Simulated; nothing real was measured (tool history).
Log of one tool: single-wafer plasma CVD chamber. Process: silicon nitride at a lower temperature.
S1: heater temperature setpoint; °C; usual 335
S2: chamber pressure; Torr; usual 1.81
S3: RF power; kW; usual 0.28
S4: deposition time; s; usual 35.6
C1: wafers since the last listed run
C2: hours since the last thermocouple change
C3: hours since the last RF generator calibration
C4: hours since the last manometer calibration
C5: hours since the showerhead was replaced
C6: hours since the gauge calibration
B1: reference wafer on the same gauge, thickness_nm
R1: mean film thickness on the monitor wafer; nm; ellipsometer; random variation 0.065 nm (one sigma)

run 1 day=0 | S1=335 S2=1.81 S3=0.28 S4=35.6 | C1=0 C2=1250.1 C3=936.8 C4=2430.7 C5=3973.9 C6=68.6 | B1=41.314 | R1=41.333
run 2 day=0.733 | S1=335 S2=1.48 S3=0.28 S4=32.2 | C1=555 C2=1267.7 C3=954.4 C4=2448.3 C5=3991.5 C6=86.2 | B1=41.296 | R1=35.926
run 3 day=1.242 | S1=335 S2=1.96 S3=0.28 S4=35.6 | C1=385 C2=1279.9 C3=966.6 C4=2460.5 C5=4003.7 C6=98.4 | B1=41.284 | R1=42.096
run 4 day=1.904 | S1=335 S2=1.81 S3=0.28 S4=35.6 | C1=502 C2=1295.8 C3=982.5 C4=2476.4 C5=4019.6 C6=114.3 | B1=41.293 | R1=41.454
run 5 day=2.167 | S1=335 S2=1.81 S3=0.28 S4=35.6 | C1=198 C2=1302.1 C3=988.8 C4=2482.7 C5=4025.9 C6=120.6 | B1=41.278 | R1=41.442
run 6 day=2.733 | S1=335 S2=2.04 S3=0.28 S4=35.6 | C1=429 C2=1315.7 C3=1002.4 C4=2496.3 C5=4039.5 C6=134.2 | B1=41.307 | R1=42.422
run 7 day=3.212 | S1=335 S2=2.04 S3=0.28 S4=35.6 | C1=363 C2=1327.2 C3=1013.9 C4=2507.8 C5=4051 C6=145.7 | B1=41.288 | R1=42.386
-- day=4.171 capacitance manometer re-zeroed and calibrated
run 8 day=4.192 | S1=335 S2=2.04 S3=0.28 S4=35.6 | C1=489 C2=1350.7 C3=1037.4 C4=0.5 C5=4074.5 C6=169.2 | B1=41.293 | R1=42.393
run 9 day=5.175 | S1=335 S2=1.81 S3=0.28 S4=35.6 | C1=745 C2=1374.3 C3=1061 C4=24.1 C5=4098.1 C6=192.8 | B1=41.292 | R1=41.376
run 10 day=5.85 | S1=335 S2=1.81 S3=0.28 S4=35.6 | C1=511 C2=1390.5 C3=1077.2 C4=40.3 C5=4114.3 C6=209 | B1=41.286 | R1=41.354
run 11 day=6.388 | S1=335 S2=1.81 S3=0.28 S4=35.6 | C1=407 C2=1403.4 C3=1090.1 C4=53.2 C5=4127.2 C6=221.9 | B1=41.294 | R1=41.295
run 12 day=6.996 | S1=335 S2=1.81 S3=0.28 S4=35.6 | C1=461 C2=1418 C3=1104.7 C4=67.8 C5=4141.8 C6=236.5 | B1=41.305 | R1=41.196
-- day=7.271 gauge calibrated
run 13 day=7.329 | S1=326 S2=2.18 S3=0.305 S4=29.8 | C1=252 C2=1426 C3=1112.7 C4=75.8 C5=4149.8 C6=1.4 | B1=41.3 | R1=38.674
run 14 day=7.679 | S1=335 S2=1.6 S3=0.28 S4=40.5 | C1=265 C2=1434.4 C3=1121.1 C4=84.2 C5=4158.2 C6=9.8 | B1=41.315 | R1=45.879
-- day=8.333 showerhead replaced
run 15 day=8.354 | S1=335 S2=1.49 S3=0.28 S4=38.9 | C1=258 C2=1450.6 C3=1137.3 C4=100.4 C5=0.5 C6=26 | B1=41.3 | R1=43.471
run 16 day=8.621 | S1=335 S2=1.81 S3=0.25 S4=30.7 | C1=202 C2=1457 C3=1143.7 C4=106.8 C5=6.9 C6=32.4 | B1=41.291 | R1=32.372
run 17 day=9.267 | S1=335 S2=1.81 S3=0.28 S4=35.6 | C1=489 C2=1472.5 C3=1159.2 C4=122.3 C5=22.4 C6=47.9 | B1=41.319 | R1=41.386
run 18 day=9.638 | S1=328 S2=1.37 S3=0.33 S4=39.2 | C1=281 C2=1481.4 C3=1168.1 C4=131.2 C5=31.3 C6=56.8 | B1=41.308 | R1=49.09
-- day=10.183 thermocouple changed; heater temperature recalibrated
run 19 day=10.275 | S1=335 S2=1.81 S3=0.28 S4=35.6 | C1=230 C2=2.2 C3=1183.4 C4=146.5 C5=46.6 C6=72.1 | B1=41.289 | R1=41.29
run 20 day=10.692 | S1=335 S2=1.81 S3=0.28 S4=35.6 | C1=315 C2=12.2 C3=1193.4 C4=156.5 C5=56.6 C6=82.1 | B1=41.303 | R1=41.281
-- day=11.288 RF generator calibrated
run 21 day=11.308 | S1=335 S2=1.81 S3=0.28 S4=35.6 | C1=214 C2=27 C3=0.5 C4=171.3 C5=71.4 C6=96.9 | B1=41.31 | R1=43.073
run 22 day=11.638 | S1=342 S2=1.81 S3=0.28 S4=35.6 | C1=249 C2=34.9 C3=8.4 C4=179.2 C5=79.3 C6=104.8 | B1=41.291 | R1=43.057
run 23 day=12.267 | S1=335 S2=1.81 S3=0.28 S4=30.5 | C1=476 C2=50 C3=23.5 C4=194.3 C5=94.4 C6=119.9 | B1=41.32 | R1=36.932
run 24 day=12.712 | S1=335 S2=1.81 S3=0.28 S4=35.6 | C1=337 C2=60.7 C3=34.2 C4=205 C5=105.1 C6=130.6 | B1=41.284 | R1=43.133
run 25 day=13.358 | S1=335 S2=1.81 S3=0.28 S4=35.6 | C1=489 C2=76.2 C3=49.7 C4=220.5 C5=120.6 C6=146.1 | B1=41.314 | R1=43.036
run 26 day=14.092 | S1=349 S2=1.81 S3=0.28 S4=35.6 | C1=555 C2=93.8 C3=67.3 C4=238.1 C5=138.2 C6=163.7 | B1=41.304 | R1=42.77
run 27 day=14.612 | S1=335 S2=1.81 S3=0.265 S4=35.6 | C1=394 C2=106.3 C3=79.8 C4=250.6 C5=150.7 C6=176.2 | B1=41.31 | R1=40.854
run 28 day=14.954 | S1=341 S2=1.42 S3=0.245 S4=30.9 | C1=258 C2=114.5 C3=88 C4=258.8 C5=158.9 C6=184.4 | B1=41.312 | R1=31.524
run 29 day=15.629 | S1=335 S2=1.81 S3=0.28 S4=35.6 | C1=511 C2=130.7 C3=104.2 C4=275 C5=175.1 C6=200.6 | B1=41.29 | R1=42.788

Forecast each of these 4 alternatives for the next run:
run A day=15.646 | S1=335 S2=1.97 S3=0.28 S4=35.6 | C1=12 C2=131.1 C3=104.6 C4=275.4 C5=175.5 C6=201 | B1=? | R1=?
run B day=15.646 | S1=335 S2=1.63 S3=0.235 S4=29.2 | C1=12 C2=131.1 C3=104.6 C4=275.4 C5=175.5 C6=201 | B1=? | R1=?
run C day=15.646 | S1=335 S2=1.81 S3=0.245 S4=40.3 | C1=12 C2=131.1 C3=104.6 C4=275.4 C5=175.5 C6=201 | B1=? | R1=?
run D day=15.646 | S1=325 S2=2.21 S3=0.245 S4=31.3 | C1=12 C2=131.1 C3=104.6 C4=275.4 C5=175.5 C6=201 | B1=? | R1=?

run=A B1=41.297 R1=43.566
run=B B1=41.297 R1=29.577
run=C B1=41.297 R1=43.27
run=D B1=41.297 R1=35.174
Without the tool's hidden state the same runs would have given:
run=A R1=44.27
run=B R1=30.096
run=C R1=43.994
run=D R1=35.763
